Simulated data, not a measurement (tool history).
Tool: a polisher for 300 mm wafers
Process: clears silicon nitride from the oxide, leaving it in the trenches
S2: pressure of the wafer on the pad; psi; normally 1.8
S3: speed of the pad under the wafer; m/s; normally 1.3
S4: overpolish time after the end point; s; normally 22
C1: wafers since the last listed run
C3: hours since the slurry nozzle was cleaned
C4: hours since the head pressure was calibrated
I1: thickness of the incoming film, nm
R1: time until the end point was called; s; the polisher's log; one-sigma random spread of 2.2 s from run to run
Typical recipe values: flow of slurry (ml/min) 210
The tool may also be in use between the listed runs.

{"run": 1, "day": 0.0, "flow of slurry (ml/min)": 210, "S2": 2.2, "S3": 1.3, "S4": 22, "C1": 0, "wafers polished on this pad": 477, "C3": 209.3, "C4": 451.1, "I1": 104.9, "R1": 104}
{"run": 2, "day": 0.542, "flow of slurry (ml/min)": 210, "S2": 2.2, "S3": 1.3, "S4": 22, "C1": 143, "wafers polished on this pad": 620, "C3": 222.3, "C4": 464.1, "I1": 103.7, "R1": 106.3}
{"run": 3, "day": 0.796, "flow of slurry (ml/min)": 210, "S2": 2.2, "S3": 1.3, "S4": 22, "C1": 67, "wafers polished on this pad": 688, "C3": 228.4, "C4": 470.2, "I1": 104.6, "R1": 106.4}
{"run": 4, "day": 1.258, "flow of slurry (ml/min)": 210, "S2": 1.8, "S3": 1.3, "S4": 16, "C1": 122, "wafers polished on this pad": 811, "C3": 239.5, "C4": 481.3, "I1": 104.7, "R1": 125}
{"run": 5, "day": 1.85, "flow of slurry (ml/min)": 210, "S2": 1.8, "S3": 1.3, "S4": 16, "C1": 157, "wafers polished on this pad": 968, "C3": 253.7, "C4": 495.5, "I1": 104.5, "R1": 128.9}
{"run": 6, "day": 2.171, "flow of slurry (ml/min)": 210, "S2": 1.8, "S3": 1.3, "S4": 16, "C1": 85, "wafers polished on this pad": 1053, "C3": 261.4, "C4": 503.2, "I1": 107.4, "R1": 138.3}
{"day": 2.592, "done": "worn pad replaced by a new one"}
{"run": 7, "day": 2.612, "flow of slurry (ml/min)": 185, "S2": 1.8, "S3": 1.3, "S4": 22, "C1": 73, "wafers polished on this pad": 5, "C3": 272, "C4": 513.8, "I1": 106.8, "R1": 138.6}
{"run": 8, "day": 3.079, "flow of slurry (ml/min)": 210, "S2": 1.8, "S3": 0.96, "S4": 22, "C1": 123, "wafers polished on this pad": 129, "C3": 283.2, "C4": 525, "I1": 103.4, "R1": 184.3}
{"run": 9, "day": 3.762, "flow of slurry (ml/min)": 210, "S2": 1.8, "S3": 0.96, "S4": 22, "C1": 181, "wafers polished on this pad": 310, "C3": 299.6, "C4": 541.4, "I1": 104.9, "R1": 188.5}
{"run": 10, "day": 4.1, "flow of slurry (ml/min)": 210, "S2": 1.8, "S3": 0.98, "S4": 22, "C1": 89, "wafers polished on this pad": 400, "C3": 307.7, "C4": 549.5, "I1": 106.3, "R1": 185.7}
{"run": 11, "day": 4.838, "flow of slurry (ml/min)": 210, "S2": 1.8, "S3": 0.98, "S4": 22, "C1": 195, "wafers polished on this pad": 596, "C3": 325.4, "C4": 567.2, "I1": 105.2, "R1": 184.9}
{"day": 5.425, "done": "worn pad replaced by a new one, repeated, since the last time left the tool worse"}
{"run": 12, "day": 5.575, "flow of slurry (ml/min)": 210, "S2": 1.8, "S3": 0.98, "S4": 22, "C1": 151, "wafers polished on this pad": 39, "C3": 343.1, "C4": 584.9, "I1": 103, "R1": 161.9}
{"run": 13, "day": 5.9, "flow of slurry (ml/min)": 250, "S2": 1.8, "S3": 1.3, "S4": 22, "C1": 86, "wafers polished on this pad": 125, "C3": 350.9, "C4": 592.7, "I1": 105.6, "R1": 120.7}
{"day": 6.162, "done": "slurry nozzle cleaned"}
{"run": 14, "day": 6.192, "flow of slurry (ml/min)": 250, "S2": 1.8, "S3": 1.3, "S4": 22, "C1": 66, "wafers polished on this pad": 192, "C3": 0.7, "C4": 599.7, "I1": 106.1, "R1": 122.4}
{"run": 15, "day": 6.725, "flow of slurry (ml/min)": 135, "S2": 1.6, "S3": 1.3, "S4": 31, "C1": 141, "wafers polished on this pad": 333, "C3": 13.5, "C4": 612.5, "I1": 104.8, "R1": 143.2}
{"run": 16, "day": 7.408, "flow of slurry (ml/min)": 210, "S2": 1.8, "S3": 1.3, "S4": 28, "C1": 181, "wafers polished on this pad": 515, "C3": 29.9, "C4": 628.9, "I1": 104.5, "R1": 126.9}

Run 17, settings as shown, results not yet in. Your forecast:
{"run": 17, "day": 8.021, "flow of slurry (ml/min)": 210, "S2": 1.8, "S3": 1.3, "S4": 22, "C1": 162, "wafers polished on this pad": 677, "C3": 44.6, "C4": 643.6, "I1": 105.3, "R1": "?"}

Run 17 came out at R1 128.4 s.
With the hidden condition absent and the run-to-run variation left alone, this run would have shown R1 122.5 s.

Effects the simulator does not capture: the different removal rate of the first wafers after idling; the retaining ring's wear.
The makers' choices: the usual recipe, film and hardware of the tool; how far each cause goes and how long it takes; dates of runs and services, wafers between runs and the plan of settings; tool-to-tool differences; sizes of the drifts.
